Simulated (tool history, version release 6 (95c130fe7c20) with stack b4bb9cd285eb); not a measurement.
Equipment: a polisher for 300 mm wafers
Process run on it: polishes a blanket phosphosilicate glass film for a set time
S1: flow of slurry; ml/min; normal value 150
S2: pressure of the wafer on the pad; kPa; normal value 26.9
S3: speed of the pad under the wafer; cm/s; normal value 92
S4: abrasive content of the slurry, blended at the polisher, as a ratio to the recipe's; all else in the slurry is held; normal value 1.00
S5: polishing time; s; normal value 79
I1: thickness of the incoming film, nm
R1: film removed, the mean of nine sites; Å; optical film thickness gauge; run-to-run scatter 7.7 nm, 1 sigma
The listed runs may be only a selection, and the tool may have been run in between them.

| run | hour | S1 | S2 | S3 | S4 | S5 | I1 | R1 |
|---|---|---|---|---|---|---|---|---|
| 1 | 0.0 | 150 | 26.9 | 92 | 1.00 | 79 | 4093.7 | 8512 |
|  | 26.4 | worn pad replaced by a new one |
| 2 | 28.1 | 150 | 26.9 | 92 | 1.00 | 79 | 4086.4 | 8697 |
| 3 | 46.8 | 150 | 26.9 | 92 | 1.00 | 79 | 4072.4 | 8705 |
| 4 | 60.2 | 105 | 26.9 | 92 | 1.00 | 87 | 4101.2 | 8792 |
| 5 | 87.4 | 150 | 26.9 | 92 | 1.00 | 79 | 4207.6 | 8447 |
|  | 89.8 | slurry blender recalibrated |
| 6 | 108.2 | 150 | 19.3 | 74 | 1.15 | 58 | 4142.3 | 4209 |
| 7 | 143.5 | 105 | 26.9 | 92 | 1.00 | 87 | 4169.9 | 8657 |
| 8 | 158.3 | 150 | 26.9 | 92 | 1.00 | 79 | 4158.8 | 8636 |
| 9 | 193.9 | 130 | 26.9 | 108 | 1.00 | 79 | 4135.0 | 9219 |
| 10 | 219.3 | 150 | 31.7 | 74 | 1.30 | 52 | 4164.8 | 6696 |
|  | 244.2 | worn pad replaced by a new one |
| 11 | 244.7 | 180 | 26.9 | 92 | 1.00 | 79 | 4188.4 | 8946 |
| 12 | 277.8 | 180 | 26.9 | 92 | 0.70 | 96 | 4186.7 | 9000 |
| 13 | 297.5 | 150 | 26.9 | 92 | 1.00 | 79 | 4095.4 | 8583 |
|  | 310.5 | head pressure recalibrated |
|  | 315.2 | conditioning disc replaced and pad reconditioned |
| 14 | 328.7 | 110 | 26.9 | 110 | 1.00 | 79 | 4182.1 | 9009 |
|  | 332.1 | slurry blender recalibrated |
| 15 | 360.5 | 115 | 26.9 | 92 | 1.00 | 79 | 4100.3 | 8217 |
|  | 377.5 | slurry nozzle cleaned |
| 16 | 395.8 | 150 | 26.9 | 92 | 1.00 | 79 | 4185.7 | 8590 |
| 17 | 414.7 | 195 | 20.7 | 92 | 0.80 | 54 | 4177.5 | 4200 |
| 18 | 449.5 | 150 | 26.9 | 92 | 1.00 | 99 | 4099.0 | 10623 |
| 19 | 476.7 | 150 | 26.9 | 92 | 1.00 | 96 | 4139.2 | 10488 |
|  | 486.1 | worn pad replaced by a new one |
| 20 | 492.4 | 150 | 26.9 | 92 | 1.00 | 79 | 4135.7 | 8622 |
| 21 | 523.9 | 150 | 26.9 | 92 | 1.00 | 79 | 4124.8 | 8693 |
|  | 548.3 | slurry blender recalibrated |
| 22 | 549.3 | 115 | 36.5 | 66 | 1.25 | 79 | 4102.0 | 10085 |
| 23 | 571.5 | 110 | 21.4 | 92 | 1.00 | 79 | 4160.9 | 6403 |
| 24 | 604.1 | 190 | 35.2 | 92 | 1.00 | 68 | 4155.7 | 10163 |
| 25 | 626.0 | 150 | 31.0 | 66 | 1.20 | 58 | 4071.6 | 6473 |

Consider 5 possible next runs. They are alternatives, not a sequence: every one starts from the tool as it was left by run 25. What does each give?
| A | 626.4 | 105 | 26.9 | 92 | 1.00 | 79 | 4193.2 | ? |
| B | 626.4 | 150 | 26.9 | 70 | 0.80 | 79 | 4193.2 | ? |
| C | 626.4 | 150 | 26.9 | 92 | 1.00 | 64 | 4193.2 | ? |
| D | 626.4 | 150 | 34.5 | 92 | 1.10 | 88 | 4193.2 | ? |
| E | 626.4 | 135 | 20.7 | 92 | 1.20 | 88 | 4193.2 | ? |

| run | R1 |
|---|---|
| A | 8049 |
| B | 6588 |
| C | 7085 |
| D | 13051 |
| E | 7963 |
Had the tool no hidden state, the same runs would have come out as:
| run | R1 |
|---|---|
| A | 8049 |
| B | 6588 |
| C | 7085 |
| D | 13051 |
| E | 7963 |

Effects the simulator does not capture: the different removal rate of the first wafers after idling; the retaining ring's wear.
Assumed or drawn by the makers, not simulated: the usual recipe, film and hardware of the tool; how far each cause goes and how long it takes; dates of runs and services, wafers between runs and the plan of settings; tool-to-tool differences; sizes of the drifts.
